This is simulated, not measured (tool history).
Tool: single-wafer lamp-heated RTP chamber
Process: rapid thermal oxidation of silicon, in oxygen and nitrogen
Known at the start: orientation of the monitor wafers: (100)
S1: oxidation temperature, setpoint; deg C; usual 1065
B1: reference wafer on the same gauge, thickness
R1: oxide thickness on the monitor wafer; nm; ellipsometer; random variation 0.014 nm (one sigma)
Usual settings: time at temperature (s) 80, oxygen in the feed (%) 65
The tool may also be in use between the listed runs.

{"run": 1, "hour": 0.0, "S1": 1065, "time at temperature (s)": 80, "oxygen in the feed (%)": 65, "B1": 10.404, "R1": 9.09}
{"run": 2, "hour": 64.6, "S1": 1065, "time at temperature (s)": 80, "oxygen in the feed (%)": 65, "B1": 10.402, "R1": 9.088}
{"run": 3, "hour": 92.0, "S1": 1065, "time at temperature (s)": 80, "oxygen in the feed (%)": 65, "B1": 10.398, "R1": 9.099}
{"run": 4, "hour": 152.1, "S1": 1065, "time at temperature (s)": 80, "oxygen in the feed (%)": 54, "B1": 10.402, "R1": 8.524}
{"run": 5, "hour": 189.1, "S1": 1065, "time at temperature (s)": 80, "oxygen in the feed (%)": 54, "B1": 10.396, "R1": 8.517}
{"run": 6, "hour": 253.0, "S1": 1065, "time at temperature (s)": 80, "oxygen in the feed (%)": 54, "B1": 10.405, "R1": 8.528}
{"run": 7, "hour": 309.7, "S1": 1065, "time at temperature (s)": 80, "oxygen in the feed (%)": 65, "B1": 10.4, "R1": 9.103}
{"run": 8, "hour": 378.6, "S1": 1065, "time at temperature (s)": 80, "oxygen in the feed (%)": 65, "B1": 10.401, "R1": 9.115}
{"run": 9, "hour": 424.9, "S1": 1065, "time at temperature (s)": 80, "oxygen in the feed (%)": 65, "B1": 10.399, "R1": 9.092}
{"run": 10, "hour": 601.0, "S1": 1065, "time at temperature (s)": 80, "oxygen in the feed (%)": 65, "B1": 10.402, "R1": 9.121}
{"run": 11, "hour": 672.0, "S1": 1065, "time at temperature (s)": 80, "oxygen in the feed (%)": 65, "B1": 10.406, "R1": 9.12}
{"run": 12, "hour": 710.7, "S1": 1065, "time at temperature (s)": 80, "oxygen in the feed (%)": 65, "B1": 10.399, "R1": 9.146}
{"run": 13, "hour": 780.3, "S1": 1065, "time at temperature (s)": 80, "oxygen in the feed (%)": 65, "B1": 10.401, "R1": 9.146}
{"run": 14, "hour": 804.3, "S1": 1065, "time at temperature (s)": 80, "oxygen in the feed (%)": 65, "B1": 10.398, "R1": 9.119}
{"run": 15, "hour": 855.3, "S1": 1065, "time at temperature (s)": 80, "oxygen in the feed (%)": 65, "B1": 10.395, "R1": 9.127}
{"run": 16, "hour": 924.5, "S1": 1065, "time at temperature (s)": 80, "oxygen in the feed (%)": 65, "B1": 10.398, "R1": 9.158}
{"hour": 998.6, "done": "pyrometer window cleaned and pyrometer calibrated"}
{"run": 17, "hour": 1050.5, "S1": 1065, "time at temperature (s)": 80, "oxygen in the feed (%)": 65, "B1": 10.402, "R1": 9.073}
{"run": 18, "hour": 1103.2, "S1": 1065, "time at temperature (s)": 80, "oxygen in the feed (%)": 65, "B1": 10.404, "R1": 9.112}
{"run": 19, "hour": 1132.4, "S1": 1073, "time at temperature (s)": 80, "oxygen in the feed (%)": 65, "B1": 10.403, "R1": 9.572}
{"run": 20, "hour": 1197.6, "S1": 1065, "time at temperature (s)": 95, "oxygen in the feed (%)": 85, "B1": 10.406, "R1": 10.83}
{"run": 21, "hour": 1245.3, "S1": 1065, "time at temperature (s)": 80, "oxygen in the feed (%)": 65, "B1": 10.397, "R1": 9.105}
{"run": 22, "hour": 1451.9, "S1": 1065, "time at temperature (s)": 80, "oxygen in the feed (%)": 65, "B1": 10.4, "R1": 9.129}
{"run": 23, "hour": 1490.6, "S1": 1065, "time at temperature (s)": 67, "oxygen in the feed (%)": 65, "B1": 10.405, "R1": 8.435}
{"hour": 1524.5, "done": "oxygen flow controller replaced"}
{"run": 24, "hour": 1540.4, "S1": 1065, "time at temperature (s)": 66, "oxygen in the feed (%)": 55, "B1": 10.4, "R1": 7.868}
{"run": 25, "hour": 1597.1, "S1": 1065, "time at temperature (s)": 62, "oxygen in the feed (%)": 65, "B1": 10.401, "R1": 8.128}
{"hour": 1618.9, "done": "gauge calibrated"}
{"run": 26, "hour": 1640.4, "S1": 1065, "time at temperature (s)": 80, "oxygen in the feed (%)": 94, "B1": 10.401, "R1": 10.394}
{"run": 27, "hour": 1683.7, "S1": 1043, "time at temperature (s)": 93, "oxygen in the feed (%)": 65, "B1": 10.401, "R1": 8.43}
{"run": 28, "hour": 1751.1, "S1": 1065, "time at temperature (s)": 80, "oxygen in the feed (%)": 56, "B1": 10.403, "R1": 8.666}
{"run": 29, "hour": 1792.8, "S1": 1065, "time at temperature (s)": 80, "oxygen in the feed (%)": 65, "B1": 10.398, "R1": 9.123}
{"run": 30, "hour": 1851.4, "S1": 1065, "time at temperature (s)": 80, "oxygen in the feed (%)": 65, "B1": 10.402, "R1": 9.126}
{"run": 31, "hour": 1894.1, "S1": 1094, "time at temperature (s)": 104, "oxygen in the feed (%)": 84, "B1": 10.399, "R1": 13.632}
{"run": 32, "hour": 1949.0, "S1": 1065, "time at temperature (s)": 80, "oxygen in the feed (%)": 65, "B1": 10.4, "R1": 9.117}
{"run": 33, "hour": 2019.0, "S1": 1092, "time at temperature (s)": 80, "oxygen in the feed (%)": 42, "B1": 10.402, "R1": 9.324}
{"run": 34, "hour": 2143.8, "S1": 1042, "time at temperature (s)": 54, "oxygen in the feed (%)": 56, "B1": 10.399, "R1": 6.223}
{"run": 35, "hour": 2175.9, "S1": 1065, "time at temperature (s)": 80, "oxygen in the feed (%)": 38, "B1": 10.402, "R1": 7.536}
{"run": 36, "hour": 2208.6, "S1": 1049, "time at temperature (s)": 59, "oxygen in the feed (%)": 74, "B1": 10.395, "R1": 7.488}

The tool's hidden state at each run:
deviation of the oxygen flow from its setpoint, %: 0 in every run
gauge reads high (%): 0 in every run
H1: true wafer temperature minus pyrometer reading, K
run=1 H1=0.422
run=2 H1=0.533
run=3 H1=0.575
run=4 H1=0.657
run=5 H1=0.702
run=6 H1=0.771
run=7 H1=0.824
run=8 H1=0.878
run=9 H1=0.91
run=10 H1=1
run=11 H1=1.03
run=12 H1=1.04
run=13 H1=1.06
run=14 H1=1.07
run=15 H1=1.08
run=16 H1=1.1
run=17 H1=0.199
run=18 H1=0.314
run=19 H1=0.372
run=20 H1=0.486
run=21 H1=0.558
run=22 H1=0.791
run=23 H1=0.823
run=24 H1=0.859
run=25 H1=0.896
run=26 H1=0.921
run=27 H1=0.943
run=28 H1=0.973
run=29 H1=0.989
run=30 H1=1.01
run=31 H1=1.02
run=32 H1=1.04
run=33 H1=1.05
run=34 H1=1.08
run=35 H1=1.08
run=36 H1=1.09
